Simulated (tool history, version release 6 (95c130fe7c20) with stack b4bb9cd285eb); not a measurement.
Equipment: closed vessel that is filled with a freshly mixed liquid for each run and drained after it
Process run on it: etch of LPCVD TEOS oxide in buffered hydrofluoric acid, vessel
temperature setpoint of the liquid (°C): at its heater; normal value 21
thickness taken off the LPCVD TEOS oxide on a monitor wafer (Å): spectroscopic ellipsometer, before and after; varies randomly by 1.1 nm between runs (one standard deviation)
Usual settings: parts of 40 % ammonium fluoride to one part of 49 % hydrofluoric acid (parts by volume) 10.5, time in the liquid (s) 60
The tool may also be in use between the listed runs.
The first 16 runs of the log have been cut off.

run,day,temperature setpoint of the liquid (°C),parts of 40 % ammonium fluoride to one part of 49 % hydrofluoric acid (parts by volume),time in the liquid (s),wafers since the last listed run,hours since the thermometer was replaced,hours since the hydrofluoric acid flow meter was replaced,hours since the gauge calibration,"read-back film thickness of the LPCVD TEOS oxide reference wafer, read on the same gauge (nm)",thickness taken off the LPCVD TEOS oxide on a monitor wafer (Å)
17,6.771,26,9,80,1101,81.7,109.1,26.9,59.98,2319.2
18,7.167,21,10.5,60,850,91.2,118.6,36.4,60.02,1178.1
19,7.458,24,7,30,627,98.2,125.6,43.4,59.99,1021.4
20,8.138,23.5,6.5,60,1460,114.5,141.9,59.7,60.01,2105.6
21,8.467,18.5,10.5,95,707,122.4,149.8,67.6,59.97,1579.8
22,8.733,24,8,60,573,128.8,156.2,74,59.98,1774.1
23,9.171,21,13,35,940,139.3,166.7,84.5,59.99,561
24,9.692,23.5,10.5,30,1119,151.8,179.2,97,60.03,684.5
25,10.054,21,7.5,35,779,160.5,187.9,105.7,60,929.6
26,10.658,21,10.5,60,1298,175,202.4,120.2,60.02,1187.6
27,11.2,21,10.5,60,1164,188,215.4,133.2,60.01,1178.9
28,11.912,26,7,40,1531,205.1,232.5,150.3,59.99,1498.5

Expected results for the next run?
29,12.45,25.5,7.5,85,1155,218,245.4,163.2,?,?

{"run 29": {"read-back film thickness of the LPCVD TEOS oxide reference wafer, read on the same gauge (nm)": 60.01, "thickness taken off the LPCVD TEOS oxide on a monitor wafer (Å)": 2869.6}}
Had the tool carried no hidden state, the very same run would have given thickness taken off the LPCVD TEOS oxide on a monitor wafer (Å) 2869.6.
